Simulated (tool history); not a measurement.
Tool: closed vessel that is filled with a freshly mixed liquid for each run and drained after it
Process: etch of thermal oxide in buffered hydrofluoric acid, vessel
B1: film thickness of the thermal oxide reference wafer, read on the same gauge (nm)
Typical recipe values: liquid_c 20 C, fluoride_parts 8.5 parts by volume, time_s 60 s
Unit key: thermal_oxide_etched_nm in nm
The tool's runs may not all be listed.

run 1 hour=0 | liquid_c=20 fluoride_parts=9.5 time_s=35 | B1=50.01 | thermal_oxide_etched_nm=36.03
run 2 hour=34.5 | liquid_c=20 fluoride_parts=9.5 time_s=35 | B1=49.97 | thermal_oxide_etched_nm=35.85
run 3 hour=48.6 | liquid_c=20 fluoride_parts=9.5 time_s=35 | B1=49.96 | thermal_oxide_etched_nm=36.16
run 4 hour=66.3 | liquid_c=20 fluoride_parts=11 time_s=60 | B1=50.02 | thermal_oxide_etched_nm=54.57
run 5 hour=92 | liquid_c=20 fluoride_parts=11 time_s=60 | B1=50.01 | thermal_oxide_etched_nm=54.64
run 6 hour=124 | liquid_c=20 fluoride_parts=8.5 time_s=55 | B1=50 | thermal_oxide_etched_nm=62.57
run 7 hour=158.4 | liquid_c=20 fluoride_parts=8.5 time_s=55 | B1=50 | thermal_oxide_etched_nm=62.87
run 8 hour=192.5 | liquid_c=20 fluoride_parts=8.5 time_s=55 | B1=50 | thermal_oxide_etched_nm=62.87
run 9 hour=226.4 | liquid_c=18.5 fluoride_parts=8.5 time_s=60 | B1=50.01 | thermal_oxide_etched_nm=63.38
run 10 hour=246.2 | liquid_c=18.5 fluoride_parts=8.5 time_s=60 | B1=50 | thermal_oxide_etched_nm=63.06
run 11 hour=264.8 | liquid_c=18.5 fluoride_parts=8.5 time_s=60 | B1=50.02 | thermal_oxide_etched_nm=62.57
run 12 hour=300.4 | liquid_c=20 fluoride_parts=8.5 time_s=85 | B1=50.01 | thermal_oxide_etched_nm=96.93
run 13 hour=323 | liquid_c=20 fluoride_parts=9.5 time_s=70 | B1=49.99 | thermal_oxide_etched_nm=72.41
run 14 hour=358.5 | liquid_c=24.5 fluoride_parts=8.5 time_s=60 | B1=49.99 | thermal_oxide_etched_nm=86.86
-- hour=368.4 thermometer replaced
run 15 hour=377.6 | liquid_c=20 fluoride_parts=8.5 time_s=60 | B1=49.98 | thermal_oxide_etched_nm=68.12
run 16 hour=405.3 | liquid_c=20 fluoride_parts=8.5 time_s=60 | B1=50 | thermal_oxide_etched_nm=68.28
run 17 hour=418.1 | liquid_c=20 fluoride_parts=6 time_s=60 | B1=50 | thermal_oxide_etched_nm=96.15
run 18 hour=430.7 | liquid_c=20 fluoride_parts=8.5 time_s=60 | B1=49.99 | thermal_oxide_etched_nm=68.69
-- hour=451.5 gauge calibrated
run 19 hour=454.5 | liquid_c=25 fluoride_parts=11.5 time_s=30 | B1=50 | thermal_oxide_etched_nm=34.38
-- hour=475.7 hydrofluoric acid flow meter replaced
run 20 hour=490.2 | liquid_c=17 fluoride_parts=11.5 time_s=30 | B1=49.99 | thermal_oxide_etched_nm=22.12
run 21 hour=522.7 | liquid_c=20 fluoride_parts=12 time_s=40 | B1=50.01 | thermal_oxide_etched_nm=33.45
run 22 hour=612.7 | liquid_c=20 fluoride_parts=8.5 time_s=60 | B1=50 | thermal_oxide_etched_nm=68.1

Here are 5 independent what-if runs from the current tool condition. What would each one return?
run A hour=613.4 | liquid_c=20 fluoride_parts=8.5 time_s=60 | B1=? | thermal_oxide_etched_nm=?
run B hour=613.4 | liquid_c=24.5 fluoride_parts=10 time_s=60 | B1=? | thermal_oxide_etched_nm=?
run C hour=613.4 | liquid_c=20 fluoride_parts=11 time_s=95 | B1=? | thermal_oxide_etched_nm=?
run D hour=613.4 | liquid_c=17 fluoride_parts=8.5 time_s=30 | B1=? | thermal_oxide_etched_nm=?
run E hour=613.4 | liquid_c=18 fluoride_parts=10 time_s=50 | B1=? | thermal_oxide_etched_nm=?

run=A B1=50.02 thermal_oxide_etched_nm=68.21
run=B B1=50.02 thermal_oxide_etched_nm=76.89
run=C B1=50.02 thermal_oxide_etched_nm=86.56
run=D B1=50.02 thermal_oxide_etched_nm=28.79
run=E B1=50.02 thermal_oxide_etched_nm=44.66
Without the tool's hidden state the same runs would have given:
run=A thermal_oxide_etched_nm=68.21
run=B thermal_oxide_etched_nm=76.89
run=C thermal_oxide_etched_nm=86.56
run=D thermal_oxide_etched_nm=28.79
run=E thermal_oxide_etched_nm=44.66

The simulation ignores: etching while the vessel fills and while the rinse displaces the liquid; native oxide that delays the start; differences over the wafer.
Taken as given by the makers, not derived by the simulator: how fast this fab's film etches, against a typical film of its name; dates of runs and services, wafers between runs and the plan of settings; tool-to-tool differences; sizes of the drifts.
